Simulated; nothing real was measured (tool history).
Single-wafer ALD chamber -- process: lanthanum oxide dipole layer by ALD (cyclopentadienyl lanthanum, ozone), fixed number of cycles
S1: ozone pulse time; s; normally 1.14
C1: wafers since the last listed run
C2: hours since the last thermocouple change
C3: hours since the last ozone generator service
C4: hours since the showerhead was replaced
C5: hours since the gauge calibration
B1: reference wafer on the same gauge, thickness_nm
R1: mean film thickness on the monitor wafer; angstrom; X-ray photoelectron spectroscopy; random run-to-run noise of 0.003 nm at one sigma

| run | day | S1 | C1 | C2 | C3 | C4 | C5 | B1 | R1 |
|---|---|---|---|---|---|---|---|---|---|
| 1 | 0.000 | 1.14 | 0 | 442.4 | 159.4 | 4737.8 | 317.3 | 0.469 | 5.26 |
| 2 | 2.525 | 1.14 | 729 | 503.0 | 220.0 | 4798.4 | 377.9 | 0.468 | 5.26 |
| 3 | 4.850 | 1.14 | 671 | 558.8 | 275.8 | 4854.2 | 433.7 | 0.469 | 5.27 |
| 4 | 8.383 | 0.83 | 1021 | 643.6 | 360.6 | 4939.0 | 518.5 | 0.469 | 4.81 |
| 5 | 11.275 | 0.83 | 835 | 713.0 | 430.0 | 5008.4 | 587.9 | 0.469 | 4.82 |
| 6 | 15.096 | 1.36 | 1104 | 804.7 | 521.7 | 5100.1 | 679.6 | 0.469 | 5.49 |
| 7 | 16.762 | 1.36 | 481 | 844.7 | 561.7 | 5140.1 | 719.6 | 0.469 | 5.49 |
| 8 | 20.308 | 1.36 | 1024 | 929.8 | 646.8 | 5225.2 | 804.7 | 0.469 | 5.42 |
| 9 | 22.175 | 1.14 | 539 | 974.6 | 691.6 | 5270.0 | 849.5 | 0.469 | 5.24 |
| 10 | 24.533 | 1.14 | 681 | 1031.2 | 748.2 | 5326.6 | 906.1 | 0.468 | 5.25 |
| 11 | 28.700 | 1.14 | 1204 | 1131.2 | 848.2 | 5426.6 | 1006.1 | 0.469 | 5.33 |
| 12 | 33.112 | 1.14 | 1275 | 1237.1 | 954.1 | 5532.5 | 1112.0 | 0.469 | 5.22 |
|  | 35.817 | thermocouple changed; heater temperature recalibrated |
| 13 | 36.388 | 1.14 | 850 | 13.7 | 1032.7 | 5611.1 | 1190.6 | 0.469 | 5.31 |
|  | 41.338 | ozone generator serviced |
| 14 | 42.792 | 1.14 | 1754 | 167.4 | 34.9 | 5764.8 | 1344.3 | 0.469 | 5.23 |
| 15 | 47.517 | 1.14 | 1365 | 280.8 | 148.3 | 5878.2 | 1457.7 | 0.469 | 5.26 |
|  | 51.042 | gauge calibrated |
| 16 | 51.108 | 1.14 | 1038 | 367.0 | 234.5 | 5964.4 | 1.6 | 0.469 | 5.23 |
| 17 | 53.758 | 1.14 | 765 | 430.6 | 298.1 | 6028.0 | 65.2 | 0.469 | 5.21 |
| 18 | 56.158 | 1.58 | 693 | 488.2 | 355.7 | 6085.6 | 122.8 | 0.469 | 5.61 |
| 19 | 60.267 | 0.78 | 1187 | 586.8 | 454.3 | 6184.2 | 221.4 | 0.469 | 4.67 |
|  | 60.800 | showerhead replaced |
| 20 | 63.796 | 1.47 | 923 | 671.5 | 539.0 | 71.9 | 306.1 | 0.469 | 5.52 |
| 21 | 67.008 | 1.34 | 928 | 748.6 | 616.1 | 149.0 | 383.2 | 0.469 | 5.47 |
| 22 | 69.567 | 0.80 | 739 | 810.0 | 677.5 | 210.4 | 444.6 | 0.469 | 4.78 |
| 23 | 73.454 | 1.14 | 1123 | 903.3 | 770.8 | 303.7 | 537.9 | 0.469 | 5.28 |
| 24 | 75.746 | 1.14 | 662 | 958.3 | 825.8 | 358.7 | 592.9 | 0.470 | 5.27 |
| 25 | 79.288 | 0.87 | 1023 | 1043.3 | 910.8 | 443.7 | 677.9 | 0.469 | 4.87 |
| 26 | 81.258 | 1.53 | 569 | 1090.6 | 958.1 | 491.0 | 725.2 | 0.469 | 5.58 |
| 27 | 83.471 | 1.14 | 639 | 1143.7 | 1011.2 | 544.1 | 778.3 | 0.469 | 5.24 |
| 28 | 87.262 | 1.14 | 1095 | 1234.7 | 1102.2 | 635.1 | 869.3 | 0.469 | 5.26 |
|  | 87.646 | thermocouple changed; heater temperature recalibrated |
| 29 | 91.042 | 1.14 | 995 | 81.5 | 1192.9 | 725.8 | 960.0 | 0.469 | 5.23 |
| 30 | 92.617 | 0.74 | 455 | 119.3 | 1230.7 | 763.6 | 997.8 | 0.469 | 4.65 |
|  | 93.904 | ozone generator serviced |
| 31 | 94.462 | 1.14 | 437 | 163.6 | 13.4 | 807.9 | 1042.1 | 0.469 | 5.26 |
| 32 | 96.417 | 1.26 | 564 | 210.5 | 60.3 | 854.8 | 1089.0 | 0.469 | 5.37 |
| 33 | 98.658 | 1.32 | 647 | 264.3 | 114.1 | 908.6 | 1142.8 | 0.469 | 5.41 |
| 34 | 101.983 | 1.14 | 960 | 344.1 | 193.9 | 988.4 | 1222.6 | 0.469 | 5.25 |
| 35 | 105.362 | 1.41 | 976 | 425.2 | 275.0 | 1069.5 | 1303.7 | 0.469 | 5.52 |

List, for all runs, the conditions of the tool that the log does not record:
wafer temperature above the value expected at the setpoint (K): 0 at every run
ozone dose above that of a generator just serviced (%): 0 at every run
gauge reads high (%): 0 at every run
